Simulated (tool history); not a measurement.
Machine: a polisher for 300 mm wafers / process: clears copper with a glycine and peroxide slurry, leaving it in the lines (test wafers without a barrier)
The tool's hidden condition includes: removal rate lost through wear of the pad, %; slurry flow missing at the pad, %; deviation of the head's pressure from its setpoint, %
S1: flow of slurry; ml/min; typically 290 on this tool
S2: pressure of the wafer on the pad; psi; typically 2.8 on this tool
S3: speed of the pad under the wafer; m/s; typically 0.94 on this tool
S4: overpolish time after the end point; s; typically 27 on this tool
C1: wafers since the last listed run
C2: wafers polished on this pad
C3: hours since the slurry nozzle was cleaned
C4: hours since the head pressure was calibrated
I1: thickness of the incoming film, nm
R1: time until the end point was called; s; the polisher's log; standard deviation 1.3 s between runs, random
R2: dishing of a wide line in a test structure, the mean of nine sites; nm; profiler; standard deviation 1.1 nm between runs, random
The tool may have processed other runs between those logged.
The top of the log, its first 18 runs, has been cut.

| run | day | S1 | S2 | S3 | S4 | C1 | C2 | C3 | C4 | I1 | R1 | R2 |
|---|---|---|---|---|---|---|---|---|---|---|---|---|
| 19 | 9.417 | 230 | 2.4 | 0.76 | 20 | 137 | 821 | 352.1 | 51.2 | 409.1 | 132.5 | 44.7 |
|  | 9.662 | slurry nozzle cleaned |
| 20 | 10.162 | 385 | 2.8 | 0.94 | 27 | 130 | 952 | 12 | 69.1 | 409.2 | 94.4 | 70.8 |
|  | 10.692 | worn pad replaced by a new one |
| 21 | 10.808 | 290 | 2.8 | 0.94 | 27 | 88 | 21 | 27.5 | 84.6 | 403.7 | 96.8 | 69.9 |
| 22 | 11.35 | 250 | 2.8 | 0.76 | 17 | 100 | 122 | 40.5 | 97.6 | 411.5 | 121.1 | 41.3 |
| 23 | 11.938 | 290 | 2.1 | 0.94 | 27 | 108 | 231 | 54.6 | 111.7 | 412.1 | 113.5 | 59.4 |
| 24 | 13.217 | 290 | 3.5 | 1.16 | 27 | 236 | 467 | 85.3 | 142.4 | 411.2 | 71.6 | 87.7 |
| 25 | 13.858 | 290 | 3.6 | 0.78 | 27 | 118 | 586 | 100.7 | 157.8 | 417.9 | 99.9 | 71.2 |
| 26 | 14.342 | 245 | 2.8 | 0.94 | 27 | 89 | 676 | 112.3 | 169.4 | 406.9 | 97.9 | 69.8 |
| 27 | 14.825 | 290 | 2.8 | 0.94 | 27 | 89 | 765 | 123.9 | 181 | 408.3 | 96 | 70.1 |
| 28 | 15.521 | 250 | 2.8 | 0.74 | 27 | 128 | 894 | 140.6 | 197.7 | 407.8 | 116.7 | 60.2 |
| 29 | 15.933 | 290 | 2.8 | 1.2 | 38 | 76 | 970 | 150.5 | 207.6 | 409.6 | 79.9 | 98 |
|  | 16.417 | worn pad replaced by a new one |
| 30 | 16.679 | 290 | 2.5 | 0.94 | 27 | 107 | 48 | 168.4 | 225.5 | 406.9 | 105.2 | 66.5 |
| 31 | 17.054 | 290 | 2.8 | 0.78 | 27 | 69 | 117 | 177.4 | 234.5 | 415.3 | 115.4 | 63.6 |
| 32 | 17.554 | 290 | 3.1 | 0.94 | 27 | 92 | 210 | 189.4 | 246.5 | 413.1 | 95.3 | 73.2 |
| 33 | 17.929 | 290 | 2.8 | 0.94 | 12 | 69 | 279 | 198.4 | 255.5 | 408.2 | 97 | 36.2 |
| 34 | 18.608 | 290 | 2.3 | 0.94 | 27 | 125 | 405 | 214.7 | 271.8 | 411.9 | 109.7 | 63.2 |
| 35 | 18.942 | 220 | 2 | 0.94 | 42 | 61 | 467 | 222.7 | 279.8 | 410.4 | 121.4 | 78.6 |

Each row is a separate what-if for the run after 35, all from the same tool condition, not one after another. Results?
| A | 18.962 | 290 | 2.8 | 0.7 | 27 | 3 | 471 | 223.2 | 280.3 | 407.5 | ? | ? |
| B | 18.962 | 290 | 2.8 | 0.94 | 43 | 3 | 471 | 223.2 | 280.3 | 407.5 | ? | ? |
| C | 18.962 | 340 | 2.1 | 0.72 | 27 | 3 | 471 | 223.2 | 280.3 | 407.5 | ? | ? |
| D | 18.962 | 220 | 2.8 | 0.66 | 27 | 3 | 471 | 223.2 | 280.3 | 407.5 | ? | ? |

| run | R1 | R2 |
|---|---|---|
| A | 121.1 | 58 |
| B | 95.8 | 93.7 |
| C | 135.6 | 52.4 |
| D | 129.6 | 55.1 |
What these runs would have given with no unlogged condition in the tool:
| run | R1 | R2 |
|---|---|---|
| A | 121.1 | 58 |
| B | 95.8 | 93.7 |
| C | 135.6 | 52.4 |
| D | 129.6 | 55.1 |

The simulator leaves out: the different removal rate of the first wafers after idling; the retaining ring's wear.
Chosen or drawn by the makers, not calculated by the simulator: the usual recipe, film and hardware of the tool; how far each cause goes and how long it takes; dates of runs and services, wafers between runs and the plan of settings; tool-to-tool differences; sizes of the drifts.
